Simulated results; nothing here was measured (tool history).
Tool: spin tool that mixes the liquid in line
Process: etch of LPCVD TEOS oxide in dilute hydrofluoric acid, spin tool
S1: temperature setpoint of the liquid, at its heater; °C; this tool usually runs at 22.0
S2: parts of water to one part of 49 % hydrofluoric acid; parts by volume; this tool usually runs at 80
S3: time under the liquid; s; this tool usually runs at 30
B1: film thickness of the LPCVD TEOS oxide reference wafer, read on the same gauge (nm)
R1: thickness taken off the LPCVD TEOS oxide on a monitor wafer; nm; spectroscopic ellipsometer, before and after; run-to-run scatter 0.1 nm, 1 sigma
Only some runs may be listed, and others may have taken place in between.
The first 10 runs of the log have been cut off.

Run 11, day 5.862: usual settings but S1 23.5 °C, S2 95 parts by volume; B1 150.00. Result: R1 12.01 nm.
At day 6.325: thermometer replaced.
Run 12, day 6.475: usual settings but S1 18.5 °C, S2 55 parts by volume, S3 40 s; B1 150.02. Result: R1 22.46 nm.
Run 13, day 8.246: usual settings but S1 24.0 °C; B1 149.98. Result: R1 14.30 nm.
Run 14, day 8.771: usual settings; B1 150.00. Result: R1 13.01 nm.
Run 15, day 9.333: usual settings but S1 20.5 °C, S3 35 s; B1 150.01. Result: R1 14.25 nm.
At day 9.812: thermometer replaced, repeated, since the last time left the tool worse.
Run 16, day 10.004: usual settings but S1 17.5 °C, S3 40 s; B1 150.00. Result: R1 16.47 nm.
Run 17, day 10.388: usual settings; B1 150.01. Result: R1 14.92 nm.
At day 10.646: hydrofluoric acid flow meter replaced.
Run 18, day 10.700: usual settings but S1 25.5 °C, S2 70 parts by volume, S3 45 s; B1 149.99. Result: R1 29.71 nm.
Run 19, day 11.279: usual settings but S1 24.0 °C, S3 15 s; B1 150.00. Result: R1 8.04 nm.
Run 20, day 11.850: usual settings; B1 150.00. Result: R1 14.77 nm.
Run 21, day 12.358: usual settings but S3 40 s; B1 150.00. Result: R1 19.75 nm.
Run 22, day 12.912: usual settings; B1 150.00. Result: R1 14.74 nm.
At day 13.196: gauge calibrated.
Run 23, day 13.438: usual settings; B1 150.01. Result: R1 14.89 nm.
Run 24, day 13.929: usual settings but S1 25.0 °C; B1 150.00. Result: R1 16.60 nm.
Run 25, day 14.492: usual settings but S1 23.5 °C, S2 100 parts by volume, S3 45 s; B1 150.00. Result: R1 18.46 nm.
Run 26, day 15.088: usual settings; B1 150.01. Result: R1 14.77 nm.
Run 27, day 15.779: usual settings but S3 40 s; B1 149.98. Result: R1 19.87 nm.
Run 28, day 16.525: usual settings; B1 150.01. Result: R1 14.83 nm.
Run 29, day 16.967: usual settings but S1 25.0 °C, S2 50 parts by volume; B1 149.99. Result: R1 27.86 nm.
Run 30, day 18.321: usual settings but S1 25.0 °C, S3 25 s; B1 149.99. Result: R1 13.79 nm.
Run 31, day 18.762: usual settings but S2 55 parts by volume, S3 50 s; B1 150.01. Result: R1 36.94 nm.
Run 32, day 19.388: usual settings but S1 20.5 °C, S2 50 parts by volume, S3 45 s; B1 149.98. Result: R1 34.66 nm.
Run 33, day 20.112: usual settings but S1 24.0 °C, S3 35 s; B1 149.99. Result: R1 18.71 nm.
Run 34, day 20.550: usual settings but S1 24.0 °C; B1 149.99. Result: R1 16.09 nm.

Branching from run 34: 3 alternative next runs. What would each branch give?
Run A, day 20.567: usual settings but S1 18.5 °C; B1 ?. Result: R1 ?.
Run B, day 20.567: usual settings but S1 18.5 °C, S2 95 parts by volume, S3 50 s; B1 ?. Result: R1 ?.
Run C, day 20.567: usual settings but S1 25.0 °C, S2 110 parts by volume, S3 40 s; B1 ?. Result: R1 ?.

run      B1     R1
  A  150.01  12.73
  B  150.01  17.58
  C  150.01  15.54
Stripped of hidden state, with their random variation kept, the same runs would have yielded:
run     R1
  A  12.94
  B  17.86
  C  15.77

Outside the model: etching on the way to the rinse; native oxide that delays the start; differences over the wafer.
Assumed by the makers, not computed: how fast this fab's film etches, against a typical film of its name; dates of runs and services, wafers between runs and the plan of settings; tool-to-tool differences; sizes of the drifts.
